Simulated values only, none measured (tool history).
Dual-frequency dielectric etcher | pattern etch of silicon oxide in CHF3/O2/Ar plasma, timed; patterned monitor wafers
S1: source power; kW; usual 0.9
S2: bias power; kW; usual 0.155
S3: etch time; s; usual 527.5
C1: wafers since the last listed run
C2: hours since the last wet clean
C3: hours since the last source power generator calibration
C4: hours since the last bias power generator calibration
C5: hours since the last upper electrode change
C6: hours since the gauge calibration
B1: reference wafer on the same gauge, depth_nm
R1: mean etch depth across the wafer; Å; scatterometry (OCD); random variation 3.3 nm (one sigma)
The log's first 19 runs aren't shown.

run,hour,S1,S2,S3,C1,C2,C3,C4,C5,C6,B1,R1
20,236.7,0.9,0.155,527.5,64,53.1,17.5,247.7,95.7,199.9,990.3,10801
21,253.2,0.82,0.155,578,62,69.6,34,264.2,112.2,216.4,989.8,11468
22,262.2,0.9,0.155,527.5,34,78.6,43,273.2,121.2,225.4,990.1,10831
23,276.7,0.9,0.184,389.5,55,93.1,57.5,287.7,135.7,239.9,990.2,8356
24,287.3,0.9,0.155,527.5,40,103.7,68.1,298.3,146.3,250.5,989.3,10840
25,294.1,1.09,0.155,391.5,25,110.5,74.9,305.1,153.1,257.3,991.1,8645
26,311.1,0.83,0.19,449,64,127.5,91.9,322.1,170.1,274.3,990.8,9459
27,324.6,0.9,0.14,527.5,51,141,105.4,335.6,183.6,287.8,989.4,10681
28,331.7,0.9,0.129,527.5,26,148.1,112.5,342.7,190.7,294.9,990.2,10429
29,343.8,1.02,0.17,629.5,45,160.2,124.6,354.8,202.8,307,990.1,13797
30,354.8,0.9,0.155,527.5,41,171.2,135.6,365.8,213.8,318,990.7,10836
31,370.4,0.9,0.128,527.5,59,186.8,151.2,381.4,229.4,333.6,990.6,10421

3 ways to go on from here, each from the tool as it stands after run 31. What would each give?
A,371,0.9,0.169,527.5,2,187.4,151.8,382,230,334.2,?,?
B,371,0.79,0.155,384.5,2,187.4,151.8,382,230,334.2,?,?
C,371,0.9,0.117,475.5,2,187.4,151.8,382,230,334.2,?,?

run,B1,R1
A,991.8,11087
B,991.8,7550
C,991.8,9180
Without the tool's hidden state the same runs would have given:
run,R1
A,10980
B,7478
C,9092

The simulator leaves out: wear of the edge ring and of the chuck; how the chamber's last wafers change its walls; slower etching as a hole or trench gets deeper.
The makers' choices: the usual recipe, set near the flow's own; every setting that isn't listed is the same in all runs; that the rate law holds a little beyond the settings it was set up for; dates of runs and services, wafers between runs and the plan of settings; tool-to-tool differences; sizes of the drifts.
